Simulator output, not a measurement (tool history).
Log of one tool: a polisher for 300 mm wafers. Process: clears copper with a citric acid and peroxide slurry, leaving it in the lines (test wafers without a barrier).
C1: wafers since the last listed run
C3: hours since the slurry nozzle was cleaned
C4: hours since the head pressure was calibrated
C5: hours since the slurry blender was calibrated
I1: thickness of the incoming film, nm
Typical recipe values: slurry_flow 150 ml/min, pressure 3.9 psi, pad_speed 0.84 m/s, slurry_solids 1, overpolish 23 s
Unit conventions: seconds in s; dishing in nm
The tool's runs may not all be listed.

{"run": 1, "day": 0.0, "slurry_flow": 150, "pressure": 3.9, "pad_speed": 0.84, "slurry_solids": 1, "overpolish": 23, "C1": 0, "wafers polished on this pad": 583, "C3": 244.7, "C4": 1037.7, "C5": 50.3, "I1": 339.9, "seconds": 164.2, "dishing": 36}
{"run": 2, "day": 0.696, "slurry_flow": 185, "pressure": 3.9, "pad_speed": 0.76, "slurry_solids": 1, "overpolish": 23, "C1": 96, "wafers polished on this pad": 680, "C3": 261.4, "C4": 1054.4, "C5": 67, "I1": 333, "seconds": 177.3, "dishing": 33.4}
{"run": 3, "day": 1.421, "slurry_flow": 185, "pressure": 3.9, "pad_speed": 0.76, "slurry_solids": 1, "overpolish": 23, "C1": 100, "wafers polished on this pad": 780, "C3": 278.8, "C4": 1071.8, "C5": 84.4, "I1": 334.6, "seconds": 172.4, "dishing": 32.7}
{"run": 4, "day": 1.875, "slurry_flow": 185, "pressure": 3.9, "pad_speed": 0.76, "slurry_solids": 1, "overpolish": 23, "C1": 62, "wafers polished on this pad": 843, "C3": 289.7, "C4": 1082.7, "C5": 95.3, "I1": 338.7, "seconds": 173.3, "dishing": 32.9}
{"day": 2.221, "done": "slurry blender recalibrated"}
{"run": 5, "day": 2.271, "slurry_flow": 150, "pressure": 3.9, "pad_speed": 0.84, "slurry_solids": 1, "overpolish": 23, "C1": 43, "wafers polished on this pad": 886, "C3": 299.2, "C4": 1092.2, "C5": 1.2, "I1": 340.2, "seconds": 158.7, "dishing": 38.5}
{"run": 6, "day": 2.525, "slurry_flow": 150, "pressure": 3.9, "pad_speed": 0.84, "slurry_solids": 1, "overpolish": 23, "C1": 35, "wafers polished on this pad": 922, "C3": 305.3, "C4": 1098.3, "C5": 7.3, "I1": 342, "seconds": 161.9, "dishing": 36.9}
{"run": 7, "day": 2.908, "slurry_flow": 150, "pressure": 3.9, "pad_speed": 0.84, "slurry_solids": 1, "overpolish": 23, "C1": 53, "wafers polished on this pad": 975, "C3": 314.5, "C4": 1107.5, "C5": 16.5, "I1": 342.4, "seconds": 159.5, "dishing": 36.1}
{"run": 8, "day": 3.588, "slurry_flow": 150, "pressure": 3.9, "pad_speed": 0.84, "slurry_solids": 1, "overpolish": 23, "C1": 94, "wafers polished on this pad": 1069, "C3": 330.8, "C4": 1123.8, "C5": 32.8, "I1": 339.2, "seconds": 162.9, "dishing": 36.2}
{"run": 9, "day": 4.1, "slurry_flow": 150, "pressure": 3.9, "pad_speed": 0.84, "slurry_solids": 1, "overpolish": 23, "C1": 71, "wafers polished on this pad": 1140, "C3": 343.1, "C4": 1136.1, "C5": 45.1, "I1": 340.7, "seconds": 163.6, "dishing": 35.3}
{"day": 4.692, "done": "worn pad replaced by a new one"}
{"run": 10, "day": 4.712, "slurry_flow": 150, "pressure": 3.9, "pad_speed": 0.84, "slurry_solids": 1, "overpolish": 23, "C1": 61, "wafers polished on this pad": 3, "C3": 357.8, "C4": 1150.8, "C5": 59.8, "I1": 342.3, "seconds": 169.7, "dishing": 34.6}
{"day": 4.821, "done": "head pressure recalibrated"}
{"run": 11, "day": 5.062, "slurry_flow": 150, "pressure": 3.9, "pad_speed": 0.84, "slurry_solids": 1, "overpolish": 23, "C1": 36, "wafers polished on this pad": 40, "C3": 366.2, "C4": 5.8, "C5": 68.2, "I1": 345.8, "seconds": 170.1, "dishing": 35.1}
{"run": 12, "day": 5.317, "slurry_flow": 175, "pressure": 3.9, "pad_speed": 0.84, "slurry_solids": 1, "overpolish": 33, "C1": 35, "wafers polished on this pad": 75, "C3": 372.3, "C4": 11.9, "C5": 74.3, "I1": 340.8, "seconds": 165.4, "dishing": 47}
{"run": 13, "day": 5.742, "slurry_flow": 175, "pressure": 3.9, "pad_speed": 0.84, "slurry_solids": 1, "overpolish": 33, "C1": 58, "wafers polished on this pad": 134, "C3": 382.5, "C4": 22.1, "C5": 84.5, "I1": 344.8, "seconds": 164.8, "dishing": 48.3}
{"run": 14, "day": 6.362, "slurry_flow": 125, "pressure": 3.9, "pad_speed": 0.84, "slurry_solids": 1.3, "overpolish": 23, "C1": 86, "wafers polished on this pad": 220, "C3": 397.4, "C4": 37, "C5": 99.4, "I1": 345.1, "seconds": 169.6, "dishing": 35.6}
{"run": 15, "day": 7.046, "slurry_flow": 170, "pressure": 3.9, "pad_speed": 0.84, "slurry_solids": 1, "overpolish": 23, "C1": 94, "wafers polished on this pad": 314, "C3": 413.8, "C4": 53.4, "C5": 115.8, "I1": 336.4, "seconds": 168.7, "dishing": 34.2}
{"day": 7.267, "done": "slurry blender recalibrated"}
{"run": 16, "day": 7.783, "slurry_flow": 150, "pressure": 4.5, "pad_speed": 0.84, "slurry_solids": 1.15, "overpolish": 23, "C1": 90, "wafers polished on this pad": 405, "C3": 431.5, "C4": 71.1, "C5": 12.4, "I1": 340.1, "seconds": 141.1, "dishing": 41.3}
{"run": 17, "day": 8.438, "slurry_flow": 150, "pressure": 3.9, "pad_speed": 0.84, "slurry_solids": 1, "overpolish": 23, "C1": 90, "wafers polished on this pad": 496, "C3": 447.2, "C4": 86.8, "C5": 28.1, "I1": 337.4, "seconds": 158.1, "dishing": 35.2}
{"run": 18, "day": 9.071, "slurry_flow": 150, "pressure": 3, "pad_speed": 0.84, "slurry_solids": 1, "overpolish": 23, "C1": 87, "wafers polished on this pad": 584, "C3": 462.4, "C4": 102, "C5": 43.3, "I1": 338.4, "seconds": 199.7, "dishing": 29.6}
{"run": 19, "day": 9.329, "slurry_flow": 110, "pressure": 2.9, "pad_speed": 0.56, "slurry_solids": 0.75, "overpolish": 23, "C1": 35, "wafers polished on this pad": 619, "C3": 468.6, "C4": 108.2, "C5": 49.5, "I1": 336.9, "seconds": 337.3, "dishing": 19.1}
{"run": 20, "day": 9.896, "slurry_flow": 150, "pressure": 3.9, "pad_speed": 1.08, "slurry_solids": 1.15, "overpolish": 23, "C1": 78, "wafers polished on this pad": 698, "C3": 482.2, "C4": 121.8, "C5": 63.1, "I1": 344.5, "seconds": 128.1, "dishing": 43.6}
{"day": 10.021, "done": "slurry nozzle cleaned"}
{"run": 21, "day": 10.212, "slurry_flow": 150, "pressure": 3.9, "pad_speed": 0.84, "slurry_solids": 1, "overpolish": 23, "C1": 38, "wafers polished on this pad": 736, "C3": 4.6, "C4": 129.4, "C5": 70.7, "I1": 345.5, "seconds": 163.8, "dishing": 35.9}
{"run": 22, "day": 10.5, "slurry_flow": 150, "pressure": 3.9, "pad_speed": 0.58, "slurry_solids": 1, "overpolish": 23, "C1": 39, "wafers polished on this pad": 776, "C3": 11.5, "C4": 136.3, "C5": 77.6, "I1": 344.4, "seconds": 245.9, "dishing": 24.8}
{"run": 23, "day": 10.862, "slurry_flow": 175, "pressure": 3.1, "pad_speed": 0.94, "slurry_solids": 1.3, "overpolish": 23, "C1": 50, "wafers polished on this pad": 826, "C3": 20.2, "C4": 145, "C5": 86.3, "I1": 338.9, "seconds": 164.2, "dishing": 35.2}
{"run": 24, "day": 11.133, "slurry_flow": 175, "pressure": 2.7, "pad_speed": 0.84, "slurry_solids": 1, "overpolish": 23, "C1": 37, "wafers polished on this pad": 864, "C3": 26.7, "C4": 151.5, "C5": 92.8, "I1": 338.5, "seconds": 218.1, "dishing": 27.3}
{"day": 12.283, "done": "slurry blender recalibrated"}
{"day": 12.342, "done": "worn pad replaced by a new one"}
{"run": 25, "day": 12.642, "slurry_flow": 150, "pressure": 3.9, "pad_speed": 0.84, "slurry_solids": 1, "overpolish": 23, "C1": 189, "wafers polished on this pad": 41, "C3": 62.9, "C4": 187.7, "C5": 8.6, "I1": 338.8, "seconds": 158, "dishing": 36.2}
{"run": 26, "day": 14.521, "slurry_flow": 150, "pressure": 3.9, "pad_speed": 0.84, "slurry_solids": 1, "overpolish": 23, "C1": 260, "wafers polished on this pad": 301, "C3": 108, "C4": 232.8, "C5": 53.7, "I1": 341.5, "seconds": 163.2, "dishing": 35.7}
{"run": 27, "day": 15.096, "slurry_flow": 150, "pressure": 3.9, "pad_speed": 0.84, "slurry_solids": 1, "overpolish": 23, "C1": 79, "wafers polished on this pad": 381, "C3": 121.8, "C4": 246.6, "C5": 67.5, "I1": 346.5, "seconds": 168.1, "dishing": 35.7}
{"run": 28, "day": 15.675, "slurry_flow": 150, "pressure": 4.6, "pad_speed": 1.02, "slurry_solids": 1, "overpolish": 23, "C1": 80, "wafers polished on this pad": 461, "C3": 135.7, "C4": 260.5, "C5": 81.4, "I1": 337.2, "seconds": 118.8, "dishing": 45.5}

Predict each of these 4 candidate next runs independently; none follows another, all start after run 28:
{"run": "A", "day": 15.696, "slurry_flow": 150, "pressure": 3.9, "pad_speed": 0.84, "slurry_solids": 1, "overpolish": 23, "C1": 2, "wafers polished on this pad": 464, "C3": 136.2, "C4": 261, "C5": 81.9, "I1": 340, "seconds": "?", "dishing": "?"}
{"run": "B", "day": 15.696, "slurry_flow": 185, "pressure": 3.9, "pad_speed": 0.84, "slurry_solids": 1, "overpolish": 23, "C1": 2, "wafers polished on this pad": 464, "C3": 136.2, "C4": 261, "C5": 81.9, "I1": 340, "seconds": "?", "dishing": "?"}
{"run": "C", "day": 15.696, "slurry_flow": 150, "pressure": 3.5, "pad_speed": 1.06, "slurry_solids": 1, "overpolish": 31, "C1": 2, "wafers polished on this pad": 464, "C3": 136.2, "C4": 261, "C5": 81.9, "I1": 340, "seconds": "?", "dishing": "?"}
{"run": "D", "day": 15.696, "slurry_flow": 150, "pressure": 3.3, "pad_speed": 1.06, "slurry_solids": 0.9, "overpolish": 19, "C1": 2, "wafers polished on this pad": 464, "C3": 136.2, "C4": 261, "C5": 81.9, "I1": 340, "seconds": "?", "dishing": "?"}

run=A seconds=169 dishing=34.5
run=B seconds=164.1 dishing=35.4
run=C seconds=147 dishing=49.3
run=D seconds=156.8 dishing=31
Had the tool no hidden state, the same runs would have come out as:
run=A seconds=157.6 dishing=36.6
run=B seconds=153 dishing=37.5
run=C seconds=137 dishing=52.1
run=D seconds=146.3 dishing=32.9
